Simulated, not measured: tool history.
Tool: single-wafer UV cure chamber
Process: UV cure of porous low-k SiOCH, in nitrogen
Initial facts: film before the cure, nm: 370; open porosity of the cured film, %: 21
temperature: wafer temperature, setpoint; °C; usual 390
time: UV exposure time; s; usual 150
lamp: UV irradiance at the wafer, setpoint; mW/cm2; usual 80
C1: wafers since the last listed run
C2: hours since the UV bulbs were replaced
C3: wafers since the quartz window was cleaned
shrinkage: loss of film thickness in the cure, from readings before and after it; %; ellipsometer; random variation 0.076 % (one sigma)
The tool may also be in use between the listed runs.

run 1 hour=0 | temperature=390 time=150 lamp=80 | C1=0 C2=2151.6 C3=1658 | shrinkage=7.161
run 2 hour=33.9 | temperature=390 time=150 lamp=80 | C1=183 C2=2185.5 C3=1842 | shrinkage=6.976
run 3 hour=53.1 | temperature=390 time=150 lamp=80 | C1=104 C2=2204.7 C3=1946 | shrinkage=6.954
run 4 hour=74.9 | temperature=390 time=150 lamp=54 | C1=118 C2=2226.5 C3=2064 | shrinkage=5.395
run 5 hour=91.1 | temperature=390 time=90 lamp=80 | C1=87 C2=2242.7 C3=2152 | shrinkage=4.766
-- hour=120.1 quartz window cleaned
run 6 hour=120.6 | temperature=390 time=90 lamp=80 | C1=116 C2=2272.2 C3=2 | shrinkage=5.301
-- hour=158.7 UV bulbs replaced
run 7 hour=159.2 | temperature=390 time=90 lamp=80 | C1=165 C2=0.5 C3=168 | shrinkage=7.125
run 8 hour=172.8 | temperature=390 time=150 lamp=80 | C1=73 C2=14.1 C3=242 | shrinkage=9.328
run 9 hour=184.9 | temperature=403 time=120 lamp=80 | C1=65 C2=26.2 C3=307 | shrinkage=8.393
run 10 hour=197.3 | temperature=374 time=215 lamp=45 | C1=67 C2=38.6 C3=375 | shrinkage=8.014
run 11 hour=233.1 | temperature=374 time=215 lamp=45 | C1=194 C2=74.4 C3=569 | shrinkage=7.964
run 12 hour=252.1 | temperature=378 time=230 lamp=111 | C1=102 C2=93.4 C3=672 | shrinkage=12.409
run 13 hour=264.9 | temperature=370 time=85 lamp=120 | C1=69 C2=106.2 C3=741 | shrinkage=8.065
run 14 hour=296.3 | temperature=380 time=230 lamp=80 | C1=170 C2=137.6 C3=911 | shrinkage=11.042
run 15 hour=315.3 | temperature=390 time=150 lamp=80 | C1=102 C2=156.6 C3=1014 | shrinkage=9.064
run 16 hour=336.1 | temperature=379 time=125 lamp=80 | C1=112 C2=177.4 C3=1127 | shrinkage=8.128

What the log doesn't show, run by run:
H1: lamp output below its setpoint, %
H2: transmission lost against a clean window, %
run=1 H1=33.7 H2=8.4
run=2 H1=34.6 H2=10.2
run=3 H1=35.1 H2=11.3
run=4 H1=35.7 H2=12.6
run=5 H1=36.1 H2=13.6
run=6 H1=36.9 H2=1.09
run=7 H1=1.35 H2=1.22
run=8 H1=1.35 H2=1.32
run=9 H1=1.35 H2=1.44
run=10 H1=1.36 H2=1.58
run=11 H1=1.38 H2=2.14
run=12 H1=1.4 H2=2.52
run=13 H1=1.41 H2=2.81
run=14 H1=1.46 H2=3.64
run=15 H1=1.49 H2=4.21
run=16 H1=1.53 H2=4.92
